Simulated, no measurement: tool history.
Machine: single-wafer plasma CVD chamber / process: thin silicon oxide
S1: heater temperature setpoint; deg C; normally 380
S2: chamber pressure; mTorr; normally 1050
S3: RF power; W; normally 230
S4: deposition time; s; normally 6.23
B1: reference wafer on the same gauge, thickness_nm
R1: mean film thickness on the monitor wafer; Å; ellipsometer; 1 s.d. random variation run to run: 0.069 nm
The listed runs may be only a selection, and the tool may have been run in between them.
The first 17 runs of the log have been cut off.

run,hour,S1,S2,S3,S4,B1,R1
18,908.1,380,1050,250,6.23,11.973,137.13
# hour 923.1: capacitance manometer re-zeroed and calibrated
19,939.1,380,1050,195,6.23,12.009,113.13
20,975.7,380,1050,230,5.46,11.972,109.40
21,1034.5,380,1050,230,6.23,12.009,126.12
22,1070.0,380,1050,230,5.25,12.024,106.13
# hour 1191.6: RF generator calibrated
# hour 1244.6: thermocouple changed; heater temperature recalibrated
23,1274.7,380,1150,275,6.23,11.998,143.83
24,1311.0,380,790,230,5.34,12.006,90.04
25,1375.3,380,1050,230,6.23,12.001,126.18
26,1444.2,380,1240,230,6.83,12.013,151.64
27,1498.5,380,1050,265,5.28,11.999,115.70
28,1525.5,386,800,230,6.23,12.012,106.55
29,1586.5,380,1200,210,6.70,11.979,138.19
30,1615.3,388,1050,230,6.23,11.989,124.65

Here are 3 independent what-if runs from the current tool condition. What would each one return?
A,1615.7,380,1050,230,7.21,?,?
B,1615.7,367,890,220,5.22,?,?
C,1615.7,365,1050,230,5.54,?,?

run,B1,R1
A,12.020,144.67
B,12.020,93.70
C,12.020,112.49
With no hidden state in the tool, these same runs would have given:
run,R1
A,143.60
B,92.82
C,111.66

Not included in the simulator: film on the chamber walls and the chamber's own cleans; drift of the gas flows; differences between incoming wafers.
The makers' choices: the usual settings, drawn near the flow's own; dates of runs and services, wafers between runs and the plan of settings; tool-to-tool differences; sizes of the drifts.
